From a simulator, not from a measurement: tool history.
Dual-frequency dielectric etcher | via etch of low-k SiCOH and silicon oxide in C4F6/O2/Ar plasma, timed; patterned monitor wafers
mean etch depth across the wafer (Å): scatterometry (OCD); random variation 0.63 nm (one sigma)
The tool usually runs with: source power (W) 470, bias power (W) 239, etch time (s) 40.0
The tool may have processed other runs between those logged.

run	day	source power (W)	bias power (W)	etch time (s)	wafers since the last listed run	hours since the last wet clean	hours since the last source power generator calibration	hours since the last bias power generator calibration	hours since the last upper electrode change	hours since the gauge calibration	read-back reference wafer on the same gauge, depth_nm	mean etch depth across the wafer (Å)
1	0.000	470	201	32.5	0	58.6	2943.8	3540.8	1366.7	1373.8	126.1	837
2	5.917	470	239	40.0	1630	200.6	3085.8	3682.8	1508.7	1515.8	126.2	1085
3	8.375	470	239	40.0	677	259.6	3144.8	3741.8	1567.7	1574.8	126.4	1069
4	12.192	470	239	40.0	1051	351.2	3236.4	3833.4	1659.3	1666.4	126.3	1054
# day 13.704: wet clean of the chamber
5	14.592	470	239	40.0	385	21.3	3294.0	3891.0	1716.9	1724.0	125.7	1086
6	18.988	470	239	40.0	1211	126.8	3399.5	3996.5	1822.4	1829.5	125.8	1091
# day 20.692: source power generator calibrated
7	22.946	390	239	40.0	1044	221.8	54.1	4091.5	1917.4	1924.5	125.8	993
# day 28.321: gauge calibrated
# day 28.779: bias power generator calibrated
# day 29.546: wet clean of the chamber
8	32.158	390	239	40.0	2280	62.7	275.2	81.1	2138.5	92.1	126.5	997
9	41.400	560	239	31.0	2546	284.5	497.0	302.9	2360.3	313.9	126.2	869
10	43.158	580	239	40.0	484	326.7	539.2	345.1	2402.5	356.1	125.8	1154
# day 46.496: wet clean of the chamber
# day 47.338: upper electrode replaced
11	53.908	530	239	34.5	2454	177.9	797.2	603.1	157.7	614.1	126.3	965
12	55.967	470	239	40.0	567	227.3	846.6	652.5	207.1	663.5	126.3	1073
# day 60.200: wet clean of the chamber
13	60.221	510	267	29.0	896	0.5	948.7	754.6	309.2	765.6	125.9	847
14	61.958	500	239	29.0	478	42.2	990.4	796.3	350.9	807.3	126.3	798
15	64.612	470	239	40.0	731	105.9	1054.1	860.0	414.6	871.0	125.6	1079
16	67.467	470	239	40.0	786	174.4	1122.6	928.5	483.1	939.5	126.2	1075

Give the tool's hidden conditions for every run:
source power that arrives over what is set, %: 0 on each run
bias power that arrives over what is set, %: 0 on each run
gauge reads high (%): 0 on each run
H1: etch rate over this chamber's usual, %
run	H1
1	-0.0845
2	-1.32
3	-1.84
4	-2.63
5	0.238
6	-0.681
7	-1.51
8	-0.535
9	-2.47
10	-2.84
11	-1.59
12	-2.02
13	0.192
14	-0.171
15	-0.726
16	-1.32
